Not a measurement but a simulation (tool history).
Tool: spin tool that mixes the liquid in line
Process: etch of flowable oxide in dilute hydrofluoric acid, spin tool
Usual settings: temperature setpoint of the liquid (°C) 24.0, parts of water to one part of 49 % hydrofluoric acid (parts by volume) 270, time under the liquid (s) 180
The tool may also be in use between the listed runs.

run	day	temperature setpoint of the liquid (°C)	parts of water to one part of 49 % hydrofluoric acid (parts by volume)	time under the liquid (s)	read-back film thickness of the flowable oxide reference wafer, read on the same gauge (nm)	thickness taken off the flowable oxide on a monitor wafer (angstrom)
1	0.000	24.0	270	180	60.00	267.7
2	0.583	24.0	270	180	59.99	269.2
3	0.975	24.0	270	180	60.01	265.4
4	1.425	24.0	270	180	60.01	265.4
5	1.904	24.0	270	180	59.98	267.1
6	2.279	24.0	270	180	60.04	265.4
7	2.879	24.0	270	180	59.95	265.9
8	3.267	24.0	270	180	60.01	267.7
9	3.746	24.0	270	180	59.98	266.5
10	4.458	24.0	270	180	60.06	266.6
11	5.062	24.0	270	180	60.04	265.2
12	5.579	24.0	270	180	60.04	263.7
13	5.867	24.0	270	180	60.03	265.4
14	6.333	24.0	205	180	59.97	371.2
15	7.638	27.5	170	105	60.01	309.5
# day 7.938: gauge calibrated
16	8.342	24.0	340	180	60.05	197.0
17	8.612	20.0	270	180	60.00	228.3
18	9.046	27.0	355	105	60.00	120.3
19	9.500	21.5	230	130	60.01	211.1
# day 10.012: thermometer replaced
20	10.033	24.0	270	180	60.02	251.9
21	10.479	22.0	230	125	59.99	199.5
22	11.004	20.0	175	125	59.98	252.6
# day 11.521: hydrofluoric acid flow meter replaced
# day 12.375: thermometer replaced, repeated, since the last time left the tool worse
23	13.242	21.5	185	130	59.98	296.4
24	13.654	24.0	270	180	60.00	281.6

The next listed run, before its measurement:
25	14.196	24.0	270	180	?	?

Run 25 yielded read-back film thickness of the flowable oxide reference wafer, read on the same gauge (nm) 60.00, thickness taken off the flowable oxide on a monitor wafer (angstrom) 280.1.
If the tool had no hidden condition, the same run with the same run-to-run variation would have returned thickness taken off the flowable oxide on a monitor wafer (angstrom) 282.2.

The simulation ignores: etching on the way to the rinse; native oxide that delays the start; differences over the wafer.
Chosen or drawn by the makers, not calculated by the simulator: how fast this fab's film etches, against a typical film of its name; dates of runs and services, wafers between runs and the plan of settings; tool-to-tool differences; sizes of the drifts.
